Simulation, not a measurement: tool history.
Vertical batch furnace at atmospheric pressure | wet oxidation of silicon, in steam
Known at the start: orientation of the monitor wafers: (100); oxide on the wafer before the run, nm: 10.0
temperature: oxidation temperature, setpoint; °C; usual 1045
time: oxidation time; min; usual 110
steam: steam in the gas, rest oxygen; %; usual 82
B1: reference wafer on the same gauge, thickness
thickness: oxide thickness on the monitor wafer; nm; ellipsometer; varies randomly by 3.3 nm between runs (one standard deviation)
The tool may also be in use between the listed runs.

Run 1, hour 0: usual settings but time 130 min; B1 632.03. Result: thickness 728.09 nm.
Run 2, hour 32.5: usual settings but time 130 min; B1 632.06. Result: thickness 730.99 nm.
Run 3, hour 50.4: usual settings; B1 631.21. Result: thickness 660.72 nm.
Run 4, hour 70.6: usual settings; B1 632.19. Result: thickness 657.76 nm.
Run 5, hour 90.2: usual settings; B1 632.28. Result: thickness 658.79 nm.
Run 6, hour 103.1: usual settings; B1 630.92. Result: thickness 658.56 nm.
Run 7, hour 120.7: usual settings; B1 632.51. Result: thickness 657.6 nm.
Run 8, hour 133.5: usual settings; B1 631.75. Result: thickness 660.83 nm.
Run 9, hour 168.6: usual settings; B1 631.38. Result: thickness 659.33 nm.
Run 10, hour 181.8: usual settings but steam 86 %; B1 632.04. Result: thickness 680.52 nm.
Run 11, hour 199.7: usual settings but steam 86 %; B1 633.27. Result: thickness 682.35 nm.
Run 12, hour 216.9: usual settings but steam 86 %; B1 631.75. Result: thickness 678.79 nm.
Run 13, hour 242.1: usual settings; B1 630.81. Result: thickness 653.48 nm.
Run 14, hour 268.3: usual settings; B1 632.2. Result: thickness 657.16 nm.
Run 15, hour 293: usual settings; B1 632.03. Result: thickness 649.78 nm.
Run 16, hour 343.8: usual settings; B1 632.26. Result: thickness 652.66 nm.
Run 17, hour 367.2: usual settings but steam 74 %; B1 631.82. Result: thickness 622.12 nm.
Run 18, hour 401.6: usual settings but steam 74 %; B1 630.86. Result: thickness 612.79 nm.
Run 19, hour 427.6: usual settings; B1 631.85. Result: thickness 649.96 nm.
Run 20, hour 454: usual settings but steam 86 %; B1 631.33. Result: thickness 672.03 nm.
At hour 454.1: gauge calibrated.
Run 21, hour 476.4: usual settings but temperature 1063 °C, time 61 min, steam 93 %; B1 631.48. Result: thickness 543.46 nm.
At hour 509.1: thermocouples replaced and temperature profile calibrated.
Run 22, hour 509.6: usual settings but temperature 1063 °C, time 61 min, steam 93 %; B1 630.99. Result: thickness 537.08 nm.
Run 23, hour 533: usual settings but temperature 1026 °C, time 163.5 min, steam 72 %; B1 631.33. Result: thickness 691.53 nm.
At hour 588.6: steam generator serviced.
Run 24, hour 596.5: usual settings but steam 94 %; B1 633.03. Result: thickness 730.91 nm.
Run 25, hour 619.8: usual settings; B1 630.91. Result: thickness 679.2 nm.
Run 26, hour 635.4: usual settings; B1 632.42. Result: thickness 678.1 nm.
Run 27, hour 652.3: usual settings but temperature 1025 °C, time 133.5 min, steam 76 %; B1 631.37. Result: thickness 663.31 nm.
Run 28, hour 687.5: usual settings but temperature 1069 °C, steam 75 %; B1 633.26. Result: thickness 714.02 nm.
Run 29, hour 708.5: usual settings but steam 90 %; B1 633.44. Result: thickness 715.79 nm.
Run 30, hour 774.3: usual settings; B1 631.34. Result: thickness 676.83 nm.
Run 31, hour 799.7: usual settings but time 135.5 min; B1 632.05. Result: thickness 759.92 nm.
Run 32, hour 812.2: usual settings but time 136.5 min, steam 77 %; B1 632.84. Result: thickness 737.16 nm.
Run 33, hour 825.4: usual settings but temperature 1067 °C, time 69.5 min, steam 78 %; B1 631.94. Result: thickness 560.38 nm.
Run 34, hour 856.9: usual settings but steam 92 %; B1 633.29. Result: thickness 718.48 nm.
Run 35, hour 884.1: usual settings but time 140 min; B1 632.26. Result: thickness 777.97 nm.
Run 36, hour 914: usual settings but temperature 1058 °C, time 95 min, steam 73 %; B1 631.92. Result: thickness 609.09 nm.
Run 37, hour 940: usual settings; B1 632.55. Result: thickness 677.46 nm.
Run 38, hour 967.7: usual settings; B1 631.67. Result: thickness 679.59 nm.
Run 39, hour 993: usual settings but time 136.5 min, steam 77 %; B1 632.63. Result: thickness 731.46 nm.

For each run, what was the tool's unlogged condition?
true tube temperature minus thermocouple reading, K: 0 at every run
gauge reads high (%): 0 at every run
H1: steam share off its setpoint, % of the setpoint
run      H1
  1    -5.4
  2   -5.59
  3    -5.7
  4   -5.82
  5   -5.93
  6   -6.01
  7   -6.12
  8   -6.19
  9    -6.4
 10   -6.48
 11   -6.59
 12   -6.69
 13   -6.84
 14   -6.99
 15   -7.14
 16   -7.44
 17   -7.58
 18   -7.79
 19   -7.94
 20    -8.1
 21   -8.23
 22   -8.43
 23   -8.57
 24  -0.807
 25  -0.946
 26   -1.04
 27   -1.14
 28   -1.35
 29   -1.47
 30   -1.87
 31   -2.02
 32   -2.09
 33   -2.17
 34   -2.36
 35   -2.52
 36    -2.7
 37   -2.85
 38   -3.02
 39   -3.17
